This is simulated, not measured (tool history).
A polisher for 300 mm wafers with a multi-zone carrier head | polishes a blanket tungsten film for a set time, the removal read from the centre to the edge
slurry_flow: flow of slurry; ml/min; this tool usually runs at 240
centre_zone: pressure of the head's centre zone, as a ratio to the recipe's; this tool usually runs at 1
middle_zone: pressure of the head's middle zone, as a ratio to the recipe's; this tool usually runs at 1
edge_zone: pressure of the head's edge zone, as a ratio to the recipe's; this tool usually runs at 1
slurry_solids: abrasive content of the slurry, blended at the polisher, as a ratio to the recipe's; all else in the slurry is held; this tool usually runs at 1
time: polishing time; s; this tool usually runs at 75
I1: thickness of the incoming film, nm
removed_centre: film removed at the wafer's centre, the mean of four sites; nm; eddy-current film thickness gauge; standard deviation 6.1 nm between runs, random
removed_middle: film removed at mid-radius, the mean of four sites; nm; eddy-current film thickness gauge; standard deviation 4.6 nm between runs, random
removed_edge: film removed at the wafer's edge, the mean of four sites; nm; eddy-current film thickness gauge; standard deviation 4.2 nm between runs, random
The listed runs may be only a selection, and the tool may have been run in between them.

{"run": 1, "day": 0.0, "slurry_flow": 295, "centre_zone": 1, "middle_zone": 1, "edge_zone": 1, "slurry_solids": 1, "time": 75, "I1": 1472.8, "removed_centre": 551.1, "removed_middle": 549.2, "removed_edge": 540.1}
{"day": 1.033, "done": "worn pad replaced by a new one"}
{"run": 2, "day": 1.812, "slurry_flow": 295, "centre_zone": 1, "middle_zone": 1, "edge_zone": 1, "slurry_solids": 1, "time": 75, "I1": 1467.1, "removed_centre": 552, "removed_middle": 553, "removed_edge": 536.7}
{"run": 3, "day": 4.204, "slurry_flow": 240, "centre_zone": 1, "middle_zone": 1, "edge_zone": 1.05, "slurry_solids": 1, "time": 62, "I1": 1490.2, "removed_centre": 433.1, "removed_middle": 449.4, "removed_edge": 441.2}
{"run": 4, "day": 7.483, "slurry_flow": 240, "centre_zone": 1, "middle_zone": 1.07, "edge_zone": 1, "slurry_solids": 1, "time": 75, "I1": 1520.2, "removed_centre": 521.4, "removed_middle": 556.3, "removed_edge": 518.9}
{"run": 5, "day": 11.229, "slurry_flow": 240, "centre_zone": 1, "middle_zone": 1.07, "edge_zone": 1, "slurry_solids": 1, "time": 75, "I1": 1504.4, "removed_centre": 518.2, "removed_middle": 558.6, "removed_edge": 517.3}
{"day": 13.883, "done": "worn pad replaced by a new one"}
{"run": 6, "day": 19.917, "slurry_flow": 240, "centre_zone": 1, "middle_zone": 1, "edge_zone": 1, "slurry_solids": 1.1, "time": 75, "I1": 1493.8, "removed_centre": 531.9, "removed_middle": 537.4, "removed_edge": 521.1}
{"day": 20.996, "done": "slurry nozzle cleaned"}
{"run": 7, "day": 21.696, "slurry_flow": 240, "centre_zone": 1, "middle_zone": 1, "edge_zone": 1, "slurry_solids": 1, "time": 75, "I1": 1493.4, "removed_centre": 548.5, "removed_middle": 544.4, "removed_edge": 532.9}
{"run": 8, "day": 24.292, "slurry_flow": 240, "centre_zone": 1, "middle_zone": 1, "edge_zone": 1, "slurry_solids": 1, "time": 75, "I1": 1491.6, "removed_centre": 540.2, "removed_middle": 546.5, "removed_edge": 535.1}
{"day": 28.088, "done": "worn pad replaced by a new one"}
{"run": 9, "day": 34.625, "slurry_flow": 240, "centre_zone": 1, "middle_zone": 1, "edge_zone": 1, "slurry_solids": 1, "time": 75, "I1": 1517, "removed_centre": 524.6, "removed_middle": 538.5, "removed_edge": 519.9}
{"day": 36.117, "done": "edge zone pressure recalibrated"}
{"run": 10, "day": 38.758, "slurry_flow": 240, "centre_zone": 1, "middle_zone": 1, "edge_zone": 1.05, "slurry_solids": 1, "time": 62, "I1": 1487.3, "removed_centre": 430.3, "removed_middle": 436.7, "removed_edge": 445.8}
{"day": 39.796, "done": "carrier head's membrane replaced by a new one"}
{"day": 40.246, "done": "worn pad replaced by a new one"}
{"run": 11, "day": 41.0, "slurry_flow": 240, "centre_zone": 1, "middle_zone": 1, "edge_zone": 0.89, "slurry_solids": 1, "time": 75, "I1": 1498.9, "removed_centre": 520.6, "removed_middle": 526.1, "removed_edge": 487.8}
{"run": 12, "day": 44.5, "slurry_flow": 240, "centre_zone": 1.05, "middle_zone": 1, "edge_zone": 1, "slurry_solids": 0.8, "time": 75, "I1": 1517.2, "removed_centre": 517.3, "removed_middle": 505.5, "removed_edge": 497}
{"day": 45.129, "done": "centre zone pressure recalibrated"}
{"run": 13, "day": 48.458, "slurry_flow": 285, "centre_zone": 1.11, "middle_zone": 1, "edge_zone": 1.05, "slurry_solids": 1, "time": 93, "I1": 1491.1, "removed_centre": 711.5, "removed_middle": 658.7, "removed_edge": 667.1}
{"day": 49.375, "done": "slurry nozzle cleaned"}
{"run": 14, "day": 50.938, "slurry_flow": 210, "centre_zone": 1, "middle_zone": 1, "edge_zone": 1, "slurry_solids": 1, "time": 75, "I1": 1494.5, "removed_centre": 523.3, "removed_middle": 530.6, "removed_edge": 529.5}
{"day": 51.108, "done": "worn pad replaced by a new one"}
{"run": 15, "day": 52.833, "slurry_flow": 240, "centre_zone": 1, "middle_zone": 1, "edge_zone": 1.11, "slurry_solids": 0.9, "time": 75, "I1": 1529.8, "removed_centre": 528.2, "removed_middle": 526.3, "removed_edge": 546.1}
{"run": 16, "day": 56.279, "slurry_flow": 195, "centre_zone": 1, "middle_zone": 1, "edge_zone": 1, "slurry_solids": 1, "time": 75, "I1": 1486.1, "removed_centre": 517.5, "removed_middle": 520.4, "removed_edge": 514.5}
{"run": 17, "day": 58.858, "slurry_flow": 240, "centre_zone": 1, "middle_zone": 1, "edge_zone": 1, "slurry_solids": 1, "time": 75, "I1": 1496, "removed_centre": 522.8, "removed_middle": 532.2, "removed_edge": 530}
{"run": 18, "day": 62.004, "slurry_flow": 205, "centre_zone": 1, "middle_zone": 1, "edge_zone": 1, "slurry_solids": 0.75, "time": 75, "I1": 1504.5, "removed_centre": 489.5, "removed_middle": 497.1, "removed_edge": 495.5}

Alternative continuations, all from the tool just after run 18; predict every row:
{"run": "A", "day": 62.025, "slurry_flow": 240, "centre_zone": 1, "middle_zone": 1, "edge_zone": 1, "slurry_solids": 1, "time": 75, "I1": 1504, "removed_centre": "?", "removed_middle": "?", "removed_edge": "?"}
{"run": "B", "day": 62.025, "slurry_flow": 240, "centre_zone": 1, "middle_zone": 1, "edge_zone": 0.9, "slurry_solids": 1, "time": 75, "I1": 1504, "removed_centre": "?", "removed_middle": "?", "removed_edge": "?"}
{"run": "C", "day": 62.025, "slurry_flow": 295, "centre_zone": 0.97, "middle_zone": 0.9, "edge_zone": 1, "slurry_solids": 1, "time": 63, "I1": 1504, "removed_centre": "?", "removed_middle": "?", "removed_edge": "?"}
{"run": "D", "day": 62.025, "slurry_flow": 265, "centre_zone": 1, "middle_zone": 1, "edge_zone": 1, "slurry_solids": 1, "time": 75, "I1": 1504, "removed_centre": "?", "removed_middle": "?", "removed_edge": "?"}

run=A removed_centre=528.3 removed_middle=530.4 removed_edge=527.5
run=B removed_centre=528.3 removed_middle=530.5 removed_edge=502
run=C removed_centre=441.1 removed_middle=417.4 removed_edge=451.4
run=D removed_centre=535 removed_middle=536.5 removed_edge=532
The same runs, with their run-to-run variation unchanged, on a tool lacking any hidden condition would have given:
run=A removed_centre=545.3 removed_middle=545.8 removed_edge=538.9
run=B removed_centre=545.3 removed_middle=545.9 removed_edge=512.8
run=C removed_centre=453.1 removed_middle=427.7 removed_edge=459.8
run=D removed_centre=550.9 removed_middle=550.8 removed_edge=542.7
